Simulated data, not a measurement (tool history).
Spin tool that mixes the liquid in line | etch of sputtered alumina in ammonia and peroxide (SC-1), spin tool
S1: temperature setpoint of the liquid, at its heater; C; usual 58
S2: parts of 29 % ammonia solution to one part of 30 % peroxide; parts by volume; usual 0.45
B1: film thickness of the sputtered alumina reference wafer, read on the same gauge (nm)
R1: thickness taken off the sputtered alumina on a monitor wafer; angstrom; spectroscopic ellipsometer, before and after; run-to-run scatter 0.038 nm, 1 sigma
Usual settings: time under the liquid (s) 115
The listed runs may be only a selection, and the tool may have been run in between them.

{"run": 1, "hour": 0.0, "S1": 58, "S2": 0.45, "time under the liquid (s)": 115, "B1": 109.99, "R1": 108.9}
{"hour": 30.9, "done": "ammonia flow meter replaced"}
{"run": 2, "hour": 34.6, "S1": 58, "S2": 0.45, "time under the liquid (s)": 115, "B1": 110.03, "R1": 107.7}
{"run": 3, "hour": 54.4, "S1": 58, "S2": 0.45, "time under the liquid (s)": 115, "B1": 110.02, "R1": 108.1}
{"run": 4, "hour": 84.1, "S1": 58, "S2": 0.45, "time under the liquid (s)": 115, "B1": 109.98, "R1": 108.3}
{"run": 5, "hour": 110.8, "S1": 64, "S2": 0.3, "time under the liquid (s)": 85, "B1": 109.99, "R1": 104.3}
{"run": 6, "hour": 131.5, "S1": 58, "S2": 0.45, "time under the liquid (s)": 115, "B1": 110.01, "R1": 107.8}
{"run": 7, "hour": 154.6, "S1": 52.5, "S2": 0.3, "time under the liquid (s)": 60, "B1": 110, "R1": 40.2}
{"run": 8, "hour": 227.7, "S1": 51, "S2": 0.45, "time under the liquid (s)": 115, "B1": 110, "R1": 74.5}
{"hour": 230.9, "done": "heated supply line repaired"}
{"run": 9, "hour": 239.9, "S1": 52.5, "S2": 0.35, "time under the liquid (s)": 140, "B1": 109.97, "R1": 95.8}
{"run": 10, "hour": 254.7, "S1": 58, "S2": 0.45, "time under the liquid (s)": 115, "B1": 110.02, "R1": 107.6}
{"hour": 270.1, "done": "thermometer replaced"}
{"run": 11, "hour": 280.3, "S1": 58, "S2": 0.45, "time under the liquid (s)": 50, "B1": 110, "R1": 46.8}
{"run": 12, "hour": 315.0, "S1": 55, "S2": 0.35, "time under the liquid (s)": 180, "B1": 109.98, "R1": 140.3}
{"run": 13, "hour": 345.4, "S1": 58, "S2": 0.45, "time under the liquid (s)": 95, "B1": 110, "R1": 88.7}
{"hour": 365.5, "done": "gauge calibrated"}
{"run": 14, "hour": 391.6, "S1": 58, "S2": 0.55, "time under the liquid (s)": 115, "B1": 110.01, "R1": 108.9}
{"run": 15, "hour": 405.9, "S1": 58, "S2": 0.45, "time under the liquid (s)": 115, "B1": 109.98, "R1": 107.4}
{"run": 16, "hour": 419.3, "S1": 65.5, "S2": 0.5, "time under the liquid (s)": 115, "B1": 110.02, "R1": 158.1}
{"run": 17, "hour": 454.9, "S1": 52, "S2": 0.45, "time under the liquid (s)": 140, "B1": 110.01, "R1": 94.8}
{"hour": 474.7, "done": "new drum of ammonia solution connected"}
{"run": 18, "hour": 486.3, "S1": 58, "S2": 0.45, "time under the liquid (s)": 180, "B1": 110.03, "R1": 169.7}
{"run": 19, "hour": 513.9, "S1": 58, "S2": 0.45, "time under the liquid (s)": 100, "B1": 110, "R1": 95}
{"run": 20, "hour": 544.5, "S1": 52.5, "S2": 0.35, "time under the liquid (s)": 155, "B1": 110.01, "R1": 106.8}
{"run": 21, "hour": 558.7, "S1": 58, "S2": 0.45, "time under the liquid (s)": 70, "B1": 109.99, "R1": 66.1}
{"run": 22, "hour": 590.3, "S1": 58, "S2": 0.3, "time under the liquid (s)": 115, "B1": 110.02, "R1": 103.8}
{"run": 23, "hour": 670.0, "S1": 62, "S2": 0.45, "time under the liquid (s)": 175, "B1": 110.02, "R1": 202.9}
{"run": 24, "hour": 696.3, "S1": 63, "S2": 0.55, "time under the liquid (s)": 145, "B1": 110, "R1": 180.6}
{"run": 25, "hour": 748.1, "S1": 58, "S2": 0.45, "time under the liquid (s)": 70, "B1": 110.04, "R1": 65.7}
{"run": 26, "hour": 767.9, "S1": 58, "S2": 0.3, "time under the liquid (s)": 70, "B1": 110.01, "R1": 63.7}

Below are 3 alternative next runs, each starting from the tool's condition after run 26. Predict each:
{"run": "A", "hour": 768.3, "S1": 58, "S2": 0.45, "time under the liquid (s)": 90, "B1": "?", "R1": "?"}
{"run": "B", "hour": 768.3, "S1": 58, "S2": 0.45, "time under the liquid (s)": 165, "B1": "?", "R1": "?"}
{"run": "C", "hour": 768.3, "S1": 58, "S2": 0.45, "time under the liquid (s)": 155, "B1": "?", "R1": "?"}

run=A B1=110.01 R1=84.7
run=B B1=110.01 R1=155.3
run=C B1=110.01 R1=145.9
With the hidden condition removed and each run's random variation left untouched, the same runs would have given:
run=A R1=85.1
run=B R1=156
run=C R1=146.6

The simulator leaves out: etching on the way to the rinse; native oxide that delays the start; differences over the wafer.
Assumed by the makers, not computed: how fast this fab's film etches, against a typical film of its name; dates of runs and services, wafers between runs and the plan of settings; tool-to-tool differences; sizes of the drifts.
